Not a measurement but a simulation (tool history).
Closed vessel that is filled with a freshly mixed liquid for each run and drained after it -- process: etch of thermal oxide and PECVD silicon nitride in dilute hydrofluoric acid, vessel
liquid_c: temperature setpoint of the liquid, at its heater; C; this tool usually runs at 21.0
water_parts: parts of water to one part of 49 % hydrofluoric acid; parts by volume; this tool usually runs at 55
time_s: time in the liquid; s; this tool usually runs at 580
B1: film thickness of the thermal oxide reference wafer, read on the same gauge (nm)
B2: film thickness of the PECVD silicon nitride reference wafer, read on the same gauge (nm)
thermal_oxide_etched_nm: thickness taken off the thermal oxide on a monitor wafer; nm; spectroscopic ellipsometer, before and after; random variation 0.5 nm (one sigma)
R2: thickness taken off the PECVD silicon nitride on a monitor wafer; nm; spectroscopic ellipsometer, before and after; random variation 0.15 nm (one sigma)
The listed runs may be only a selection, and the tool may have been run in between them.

Run 1, hour 0.0: usual settings; B1 39.99; B2 90.00. Result: thermal_oxide_etched_nm 59.91 nm, R2 23.75 nm.
Run 2, hour 13.0: usual settings; B1 39.99; B2 89.98. Result: thermal_oxide_etched_nm 58.94 nm, R2 23.73 nm.
At hour 15.8: thermometer replaced.
Run 3, hour 27.8: usual settings but time_s 310 s; B1 40.00; B2 89.98. Result: thermal_oxide_etched_nm 29.14 nm, R2 10.97 nm.
Run 4, hour 36.2: usual settings; B1 40.03; B2 90.00. Result: thermal_oxide_etched_nm 54.29 nm, R2 20.58 nm.
Run 5, hour 50.0: usual settings; B1 40.02; B2 90.01. Result: thermal_oxide_etched_nm 54.09 nm, R2 20.64 nm.
Run 6, hour 65.8: usual settings but liquid_c 19.0 C; B1 40.00; B2 90.00. Result: thermal_oxide_etched_nm 50.94 nm, R2 17.83 nm.
At hour 80.6: hydrofluoric acid flow meter replaced.
Run 7, hour 82.2: usual settings but liquid_c 19.0 C; B1 40.02; B2 90.01. Result: thermal_oxide_etched_nm 50.59 nm, R2 17.93 nm.
Run 8, hour 90.6: usual settings but water_parts 30 parts by volume, time_s 780 s; B1 39.99; B2 89.98. Result: thermal_oxide_etched_nm 139.67 nm, R2 50.12 nm.
Run 9, hour 108.3: usual settings; B1 39.95; B2 90.00. Result: thermal_oxide_etched_nm 54.50 nm, R2 20.66 nm.
Run 10, hour 124.5: usual settings; B1 39.95; B2 90.00. Result: thermal_oxide_etched_nm 54.87 nm, R2 20.79 nm.
Run 11, hour 135.0: usual settings but liquid_c 24.0 C, water_parts 40 parts by volume, time_s 240 s; B1 40.02; B2 89.99. Result: thermal_oxide_etched_nm 35.98 nm, R2 14.09 nm.
Run 12, hour 146.5: usual settings; B1 40.03; B2 90.00. Result: thermal_oxide_etched_nm 54.71 nm, R2 20.33 nm.
Run 13, hour 157.0: usual settings but water_parts 25 parts by volume, time_s 740 s; B1 39.96; B2 89.99. Result: thermal_oxide_etched_nm 161.32 nm, R2 57.22 nm.
Run 14, hour 166.6: usual settings but water_parts 35 parts by volume; B1 40.04; B2 90.00. Result: thermal_oxide_etched_nm 87.88 nm, R2 32.30 nm.
Run 15, hour 175.3: usual settings but liquid_c 19.5 C, water_parts 75 parts by volume, time_s 250 s; B1 39.98; B2 90.01. Result: thermal_oxide_etched_nm 16.05 nm, R2 5.98 nm.
Run 16, hour 187.5: usual settings but liquid_c 23.5 C, water_parts 30 parts by volume, time_s 685 s; B1 40.04; B2 89.99. Result: thermal_oxide_etched_nm 135.47 nm, R2 52.12 nm.
At hour 187.8: gauge calibrated.
Run 17, hour 198.1: usual settings but water_parts 75 parts by volume, time_s 315 s; B1 39.96; B2 90.02. Result: thermal_oxide_etched_nm 21.14 nm, R2 8.31 nm.
Run 18, hour 211.6: usual settings but water_parts 25 parts by volume; B1 40.04; B2 90.00. Result: thermal_oxide_etched_nm 126.88 nm, R2 45.02 nm.
Run 19, hour 222.1: usual settings but liquid_c 24.0 C, time_s 750 s; B1 39.98; B2 90.02. Result: thermal_oxide_etched_nm 81.48 nm, R2 33.31 nm.
Run 20, hour 238.7: usual settings but liquid_c 19.5 C, water_parts 85 parts by volume, time_s 440 s; B1 40.00; B2 89.99. Result: thermal_oxide_etched_nm 24.58 nm, R2 9.38 nm.
Run 21, hour 252.6: usual settings; B1 40.01; B2 90.03. Result: thermal_oxide_etched_nm 55.41 nm, R2 20.84 nm.
Run 22, hour 264.9: usual settings but time_s 395 s; B1 39.99; B2 90.03. Result: thermal_oxide_etched_nm 37.57 nm, R2 14.38 nm.
Run 23, hour 275.5: usual settings; B1 39.98; B2 90.01. Result: thermal_oxide_etched_nm 54.96 nm, R2 21.31 nm.
Run 24, hour 281.6: usual settings but liquid_c 24.0 C, time_s 310 s; B1 40.03; B2 90.01. Result: thermal_oxide_etched_nm 33.61 nm, R2 13.59 nm.
Run 25, hour 296.1: usual settings but water_parts 35 parts by volume, time_s 840 s; B1 40.01; B2 89.98. Result: thermal_oxide_etched_nm 130.55 nm, R2 47.46 nm.
Run 26, hour 306.1: usual settings; B1 40.00; B2 90.02. Result: thermal_oxide_etched_nm 55.70 nm, R2 21.08 nm.

Each row is a separate what-if for the run after 26, all from the same tool condition, not one after another. Results?
Run A, hour 306.9: usual settings; B1 ?; B2 ?. Result: thermal_oxide_etched_nm ?, R2 ?.
Run B, hour 306.9: usual settings but liquid_c 25.0 C; B1 ?; B2 ?. Result: thermal_oxide_etched_nm ?, R2 ?.
Run C, hour 306.9: usual settings but liquid_c 25.0 C, water_parts 30 parts by volume, time_s 340 s; B1 ?; B2 ?. Result: thermal_oxide_etched_nm ?, R2 ?.
Run D, hour 306.9: usual settings but liquid_c 25.0 C, water_parts 70 parts by volume, time_s 325 s; B1 ?; B2 ?. Result: thermal_oxide_etched_nm ?, R2 ?.

run     B1     B2  thermal_oxide_etched_nm     R2
  A  39.98  89.97                    56.33  20.96
  B  39.98  89.97                    66.40  27.45
  C  39.98  89.97                    73.89  29.09
  D  39.98  89.97                    28.65  12.13
With no hidden state in the tool, these same runs would have given:
run  thermal_oxide_etched_nm     R2
  A                    54.80  20.03
  B                    64.65  26.27
  C                    71.90  27.82
  D                    27.90  11.61

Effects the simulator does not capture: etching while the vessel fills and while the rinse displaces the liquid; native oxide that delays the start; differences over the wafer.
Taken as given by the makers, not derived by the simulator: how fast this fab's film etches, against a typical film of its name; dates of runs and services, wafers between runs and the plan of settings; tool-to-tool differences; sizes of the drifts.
